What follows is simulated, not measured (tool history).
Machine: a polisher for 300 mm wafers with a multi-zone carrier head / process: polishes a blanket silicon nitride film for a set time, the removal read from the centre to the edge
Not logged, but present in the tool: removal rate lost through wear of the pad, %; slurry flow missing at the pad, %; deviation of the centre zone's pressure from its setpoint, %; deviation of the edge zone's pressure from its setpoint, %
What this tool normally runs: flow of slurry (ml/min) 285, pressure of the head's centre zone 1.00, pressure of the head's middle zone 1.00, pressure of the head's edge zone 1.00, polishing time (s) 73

run,hour,flow of slurry (ml/min),pressure of the head's centre zone,pressure of the head's middle zone,pressure of the head's edge zone,polishing time (s),wafers since the last listed run,wafers polished on this pad,hours since the slurry nozzle was cleaned,hours since the centre zone pressure was calibrated,hours since the edge zone pressure was calibrated,hours since the carrier head's membrane was replaced,"incoming thickness of the incoming film, nm",film removed at the wafer's centre (angstrom),film removed at mid-radius (angstrom),film removed at the wafer's edge (angstrom)
1,0.0,285,1.00,1.06,1.00,73,0,2439,367.2,44.3,249.1,119.0,671.4,1331,1434,1333
2,53.4,285,1.00,1.00,1.00,73,472,2912,420.6,97.7,302.5,172.4,676.7,1329,1375,1331
3,110.0,285,1.00,1.00,1.00,73,501,3413,477.2,154.3,359.1,229.0,680.7,1328,1357,1342
4,172.3,285,1.05,1.06,1.00,73,551,3965,539.5,216.6,421.4,291.3,679.5,1375,1437,1353
5,228.9,285,0.95,1.00,1.00,73,501,4466,596.1,273.2,478.0,347.9,676.3,1300,1391,1335
# hour 315.9: worn pad replaced by a new one
6,316.4,325,1.04,1.00,1.00,73,739,4,683.6,360.7,565.5,435.4,675.3,1366,1388,1351
# hour 399.8: slurry nozzle cleaned
7,411.7,190,1.07,1.10,1.08,73,834,839,11.9,456.0,660.8,530.7,691.5,1290,1410,1314
8,454.1,200,1.00,1.00,1.08,73,375,1215,54.3,498.4,703.2,573.1,673.0,1256,1315,1327
9,494.6,285,1.00,1.00,1.00,73,358,1573,94.8,538.9,743.7,613.6,694.2,1298,1375,1347
# hour 616.1: edge zone pressure recalibrated
10,809.9,285,1.00,1.05,1.00,73,2774,4347,410.1,854.2,193.8,928.9,676.3,1281,1418,1339
# hour 975.7: worn pad replaced by a new one
# hour 982.2: centre zone pressure recalibrated
11,1094.3,250,1.00,1.00,1.00,73,2465,1032,694.5,112.1,478.2,1213.3,674.9,1286,1326,1321
12,1145.4,255,1.00,1.00,1.00,73,452,1485,745.6,163.2,529.3,1264.4,676.7,1307,1351,1329
# hour 1195.6: slurry nozzle cleaned
# hour 1213.5: carrier head's membrane replaced by a new one
13,1230.1,285,1.00,1.00,1.00,73,696,2182,34.5,247.9,614.0,16.6,685.7,1321,1365,1330
14,1289.6,205,0.91,0.90,1.00,89,526,2708,94.0,307.4,673.5,76.1,689.8,1417,1472,1556
15,1393.4,285,1.00,0.96,1.00,52,919,3627,197.8,411.2,777.3,179.9,690.5,933,944,958
16,1435.4,285,1.11,1.00,0.91,73,371,3999,239.8,453.2,819.3,221.9,674.1,1419,1367,1281
17,1483.5,240,1.00,1.04,1.09,73,425,4425,287.9,501.3,867.4,270.0,673.3,1271,1399,1376
18,1549.1,285,1.00,1.00,1.08,73,580,5006,353.5,566.9,933.0,335.6,676.4,1315,1385,1369
# hour 1596.1: worn pad replaced by a new one
19,1640.6,240,0.94,1.00,0.89,48,774,393,445.0,658.4,1024.5,427.1,672.2,799,883,821
# hour 1681.6: edge zone pressure recalibrated
20,1744.9,285,1.00,1.00,1.00,73,905,1299,549.3,762.7,63.3,531.4,680.0,1296,1370,1352
21,1813.2,285,1.00,1.00,1.00,73,604,1904,617.6,831.0,131.6,599.7,678.9,1284,1392,1327
# hour 1879.4: centre zone pressure recalibrated
# hour 1901.5: slurry nozzle cleaned
22,1902.0,255,1.00,0.94,1.00,73,759,2664,0.5,22.6,220.4,688.5,672.3,1314,1279,1330

The tool's hidden state at each run:
removal rate lost through wear of the pad, %: 0 across all the runs
slurry flow missing at the pad, %: 0 across all the runs
deviation of the edge zone's pressure from its setpoint, %: 0 across all the runs
H1: deviation of the centre zone's pressure from its setpoint, %
run,H1
1,-0.182
2,-0.233
3,-0.327
4,-0.481
5,-0.666
6,-1.03
7,-1.55
8,-1.82
9,-2.1
10,-5.02
11,-0.677
12,-0.77
13,-1
14,-1.22
15,-1.72
16,-1.96
17,-2.26
18,-2.73
19,-3.48
20,-4.46
21,-5.19
22,0.421
